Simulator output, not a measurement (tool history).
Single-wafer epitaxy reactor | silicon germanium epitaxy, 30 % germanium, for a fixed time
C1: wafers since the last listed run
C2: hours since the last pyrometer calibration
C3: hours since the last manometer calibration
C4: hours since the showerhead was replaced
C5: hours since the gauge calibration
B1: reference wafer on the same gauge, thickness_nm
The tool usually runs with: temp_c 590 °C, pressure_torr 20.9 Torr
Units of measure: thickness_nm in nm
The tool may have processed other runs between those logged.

Run 1, day 0: usual settings but temp_c 579 °C; C1 0; C2 1301.5; C3 1609.7; C4 3590.2; C5 1123.2; B1 49.769. Result: thickness_nm 43.101 nm.
Run 2, day 1.183: usual settings but temp_c 579 °C; C1 526; C2 1329.9; C3 1638.1; C4 3618.6; C5 1151.6; B1 49.663. Result: thickness_nm 43.48 nm.
Run 3, day 7.458: usual settings but temp_c 593 °C; C1 2791; C2 1480.5; C3 1788.7; C4 3769.2; C5 1302.2; B1 49.786. Result: thickness_nm 54.912 nm.
Run 4, day 8.6: usual settings but temp_c 593 °C; C1 507; C2 1507.9; C3 1816.1; C4 3796.6; C5 1329.6; B1 49.683. Result: thickness_nm 54.585 nm.
Run 5, day 11.504: usual settings but temp_c 596 °C; C1 1292; C2 1577.6; C3 1885.8; C4 3866.3; C5 1399.3; B1 49.555. Result: thickness_nm 57.686 nm.
Run 6, day 12.7: usual settings but temp_c 596 °C; C1 532; C2 1606.3; C3 1914.5; C4 3895; C5 1428; B1 49.731. Result: thickness_nm 57.505 nm.
Run 7, day 14.562: usual settings but temp_c 597 °C, pressure_torr 16.7 Torr; C1 828; C2 1651; C3 1959.2; C4 3939.7; C5 1472.7; B1 49.605. Result: thickness_nm 53.792 nm.
Run 8, day 16.767: usual settings; C1 980; C2 1703.9; C3 2012.1; C4 3992.6; C5 1525.6; B1 49.637. Result: thickness_nm 52.458 nm.
Run 9, day 19.4: usual settings; C1 1171; C2 1767.1; C3 2075.3; C4 4055.8; C5 1588.8; B1 49.646. Result: thickness_nm 52.649 nm.
Run 10, day 21.358: usual settings; C1 871; C2 1814.1; C3 2122.3; C4 4102.8; C5 1635.8; B1 49.614. Result: thickness_nm 52.315 nm.
Run 11, day 23.446: usual settings; C1 928; C2 1864.2; C3 2172.4; C4 4152.9; C5 1685.9; B1 49.752. Result: thickness_nm 53.304 nm.
Run 12, day 25.933: usual settings; C1 1106; C2 1923.9; C3 2232.1; C4 4212.6; C5 1745.6; B1 49.515. Result: thickness_nm 53 nm.
Run 13, day 27.796: usual settings; C1 828; C2 1968.6; C3 2276.8; C4 4257.3; C5 1790.3; B1 49.801. Result: thickness_nm 53.391 nm.
Run 14, day 30.429: usual settings; C1 1171; C2 2031.8; C3 2340; C4 4320.5; C5 1853.5; B1 49.666. Result: thickness_nm 53.494 nm.
Run 15, day 33.388: usual settings but temp_c 576 °C, pressure_torr 19.3 Torr; C1 1316; C2 2102.8; C3 2411; C4 4391.5; C5 1924.5; B1 49.591. Result: thickness_nm 40.76 nm.
Run 16, day 35.6: usual settings; C1 984; C2 2155.9; C3 2464.1; C4 4444.6; C5 1977.6; B1 49.749. Result: thickness_nm 52.972 nm.
At day 36.412: capacitance manometer re-zeroed and calibrated.
Run 17, day 37.592: usual settings but pressure_torr 24.8 Torr; C1 737; C2 2203.7; C3 28.3; C4 4492.4; C5 2025.4; B1 49.701. Result: thickness_nm 57.651 nm.
Run 18, day 38.925: usual settings; C1 593; C2 2235.7; C3 60.3; C4 4524.4; C5 2057.4; B1 49.68. Result: thickness_nm 53.156 nm.
At day 40.125: gauge calibrated.
At day 40.788: pyrometer calibrated.
Run 19, day 41.188: usual settings but temp_c 605 °C; C1 858; C2 9.6; C3 114.6; C4 4578.7; C5 25.5; B1 49.735. Result: thickness_nm 62.353 nm.
Run 20, day 43.146: usual settings but pressure_torr 23.2 Torr; C1 871; C2 56.6; C3 161.6; C4 4625.7; C5 72.5; B1 49.592. Result: thickness_nm 51.278 nm.
At day 44.092: showerhead replaced, of another model than before.
Run 21, day 45.167: usual settings but temp_c 598 °C, pressure_torr 18 Torr; C1 750; C2 105.1; C3 210.1; C4 25.8; C5 121; B1 49.784. Result: thickness_nm 51.533 nm.
Run 22, day 47.362: usual settings but temp_c 605 °C, pressure_torr 23.4 Torr; C1 976; C2 157.8; C3 262.8; C4 78.5; C5 173.7; B1 49.673. Result: thickness_nm 68.218 nm.
Run 23, day 48.379: usual settings; C1 452; C2 182.2; C3 287.2; C4 102.9; C5 198.1; B1 49.706. Result: thickness_nm 50.048 nm.
Run 24, day 50.233: usual settings but temp_c 603 °C, pressure_torr 19.5 Torr; C1 824; C2 226.7; C3 331.7; C4 147.4; C5 242.6; B1 49.789. Result: thickness_nm 59.205 nm.
Run 25, day 51.617: usual settings but temp_c 597 °C, pressure_torr 24.2 Torr; C1 615; C2 259.9; C3 364.9; C4 180.6; C5 275.8; B1 49.812. Result: thickness_nm 60.672 nm.
Run 26, day 53.858: usual settings but temp_c 603 °C, pressure_torr 18.3 Torr; C1 997; C2 313.7; C3 418.7; C4 234.4; C5 329.6; B1 49.631. Result: thickness_nm 56.285 nm.
Run 27, day 54.95: usual settings but temp_c 598 °C; C1 485; C2 339.9; C3 444.9; C4 260.6; C5 355.8; B1 49.727. Result: thickness_nm 57.06 nm.
Run 28, day 57.325: usual settings but temp_c 576 °C, pressure_torr 23.4 Torr; C1 1056; C2 396.9; C3 501.9; C4 317.6; C5 412.8; B1 49.758. Result: thickness_nm 42.267 nm.
Run 29, day 58.467: usual settings; C1 507; C2 424.3; C3 529.3; C4 345; C5 440.2; B1 49.72. Result: thickness_nm 49.723 nm.
Run 30, day 60.875: usual settings but temp_c 578 °C, pressure_torr 17.3 Torr; C1 1071; C2 482.1; C3 587.1; C4 402.8; C5 498; B1 49.628. Result: thickness_nm 36.563 nm.
Run 31, day 63.321: usual settings; C1 1088; C2 540.8; C3 645.8; C4 461.5; C5 556.7; B1 49.61. Result: thickness_nm 49.795 nm.
Run 32, day 65.233: usual settings but temp_c 585 °C, pressure_torr 18 Torr; C1 850; C2 586.7; C3 691.7; C4 507.4; C5 602.6; B1 49.862. Result: thickness_nm 42.144 nm.
Run 33, day 67.233: usual settings; C1 889; C2 634.7; C3 739.7; C4 555.4; C5 650.6; B1 49.716. Result: thickness_nm 50.5 nm.
Run 34, day 70.133: usual settings but temp_c 594 °C, pressure_torr 24.7 Torr; C1 1290; C2 704.3; C3 809.3; C4 625; C5 720.2; B1 49.668. Result: thickness_nm 59.742 nm.

Below are 5 alternative next runs, each starting from the tool's condition after run 34. Predict each:
Run A, day 70.15: usual settings; C1 7; C2 704.7; C3 809.7; C4 625.4; C5 720.6; B1 ?. Result: thickness_nm ?.
Run B, day 70.15: usual settings but temp_c 581 °C; C1 7; C2 704.7; C3 809.7; C4 625.4; C5 720.6; B1 ?. Result: thickness_nm ?.
Run C, day 70.15: usual settings but temp_c 597 °C, pressure_torr 16.3 Torr; C1 7; C2 704.7; C3 809.7; C4 625.4; C5 720.6; B1 ?. Result: thickness_nm ?.
Run D, day 70.15: usual settings but temp_c 595 °C, pressure_torr 24 Torr; C1 7; C2 704.7; C3 809.7; C4 625.4; C5 720.6; B1 ?. Result: thickness_nm ?.
Run E, day 70.15: usual settings but temp_c 595 °C; C1 7; C2 704.7; C3 809.7; C4 625.4; C5 720.6; B1 ?. Result: thickness_nm ?.

run      B1  thickness_nm
  A  49.765        50.668
  B  49.765        43.649
  C  49.765        48.485
  D  49.765        59.533
  E  49.765         54.98
The same runs, with their run-to-run variation unchanged, on a tool lacking any hidden condition would have given:
run  thickness_nm
  A        49.876
  B        42.954
  C        47.738
  D        58.612
  E        54.129
